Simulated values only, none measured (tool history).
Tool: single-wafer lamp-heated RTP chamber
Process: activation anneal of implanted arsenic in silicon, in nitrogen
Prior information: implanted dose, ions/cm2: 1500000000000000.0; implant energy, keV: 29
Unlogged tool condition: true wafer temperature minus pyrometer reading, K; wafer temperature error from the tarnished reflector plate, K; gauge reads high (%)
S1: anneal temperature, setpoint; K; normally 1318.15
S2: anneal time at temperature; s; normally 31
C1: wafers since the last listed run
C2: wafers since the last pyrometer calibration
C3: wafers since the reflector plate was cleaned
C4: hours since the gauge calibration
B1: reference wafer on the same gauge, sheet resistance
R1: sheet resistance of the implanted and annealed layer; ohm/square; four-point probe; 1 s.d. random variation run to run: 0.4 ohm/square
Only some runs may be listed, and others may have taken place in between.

{"run": 1, "day": 0.0, "S1": 1318.15, "S2": 31, "C1": 0, "C2": 2619, "C3": 13092, "C4": 132.7, "B1": 89.06, "R1": 87.16}
{"run": 2, "day": 0.808, "S1": 1318.15, "S2": 31, "C1": 361, "C2": 2980, "C3": 13453, "C4": 152.1, "B1": 89.11, "R1": 87.89}
{"run": 3, "day": 1.296, "S1": 1318.15, "S2": 31, "C1": 217, "C2": 3198, "C3": 13671, "C4": 163.8, "B1": 89.1, "R1": 87.01}
{"run": 4, "day": 1.804, "S1": 1318.15, "S2": 39, "C1": 227, "C2": 3425, "C3": 13898, "C4": 176, "B1": 89.12, "R1": 84.1}
{"run": 5, "day": 2.342, "S1": 1318.15, "S2": 39, "C1": 240, "C2": 3665, "C3": 14138, "C4": 188.9, "B1": 89.06, "R1": 84.15}
{"day": 2.842, "done": "pyrometer window cleaned and pyrometer calibrated"}
{"run": 6, "day": 2.962, "S1": 1318.15, "S2": 39, "C1": 128, "C2": 53, "C3": 14266, "C4": 203.8, "B1": 88.95, "R1": 86.8}
{"run": 7, "day": 3.225, "S1": 1318.15, "S2": 23, "C1": 117, "C2": 170, "C3": 14384, "C4": 210.1, "B1": 89.06, "R1": 91.86}
{"run": 8, "day": 3.638, "S1": 1303.15, "S2": 15, "C1": 184, "C2": 354, "C3": 14568, "C4": 220, "B1": 88.9, "R1": 100.04}
{"run": 9, "day": 4.354, "S1": 1341.15, "S2": 31, "C1": 320, "C2": 675, "C3": 14888, "C4": 237.2, "B1": 88.94, "R1": 83.43}
{"day": 4.967, "done": "gauge calibrated"}
{"day": 5.942, "done": "reflector plate cleaned"}
{"run": 10, "day": 6.083, "S1": 1296.15, "S2": 40, "C1": 623, "C2": 1298, "C3": 62, "C4": 26.8, "B1": 88.95, "R1": 91.72}
{"run": 11, "day": 6.571, "S1": 1338.15, "S2": 31, "C1": 217, "C2": 1516, "C3": 280, "C4": 38.5, "B1": 88.9, "R1": 84.36}
{"run": 12, "day": 7.012, "S1": 1326.15, "S2": 47, "C1": 197, "C2": 1714, "C3": 477, "C4": 49.1, "B1": 89.07, "R1": 82.83}
{"run": 13, "day": 7.438, "S1": 1318.15, "S2": 31, "C1": 189, "C2": 1904, "C3": 667, "C4": 59.3, "B1": 89.01, "R1": 87.34}
{"run": 14, "day": 8.092, "S1": 1338.15, "S2": 31, "C1": 292, "C2": 2196, "C3": 960, "C4": 75, "B1": 88.77, "R1": 83.92}

Forecast each of these 3 alternatives for the next run:
{"run": "A", "day": 8.108, "S1": 1318.15, "S2": 31, "C1": 7, "C2": 2203, "C3": 967, "C4": 75.4, "B1": "?", "R1": "?"}
{"run": "B", "day": 8.108, "S1": 1301.15, "S2": 36, "C1": 7, "C2": 2203, "C3": 967, "C4": 75.4, "B1": "?", "R1": "?"}
{"run": "C", "day": 8.108, "S1": 1291.15, "S2": 31, "C1": 7, "C2": 2203, "C3": 967, "C4": 75.4, "B1": "?", "R1": "?"}

run=A B1=89.11 R1=87.8
run=B B1=89.11 R1=90.27
run=C B1=89.11 R1=94
Without the tool's hidden state the same runs would have given:
run=A R1=89.33
run=B R1=91.9
run=C R1=95.62
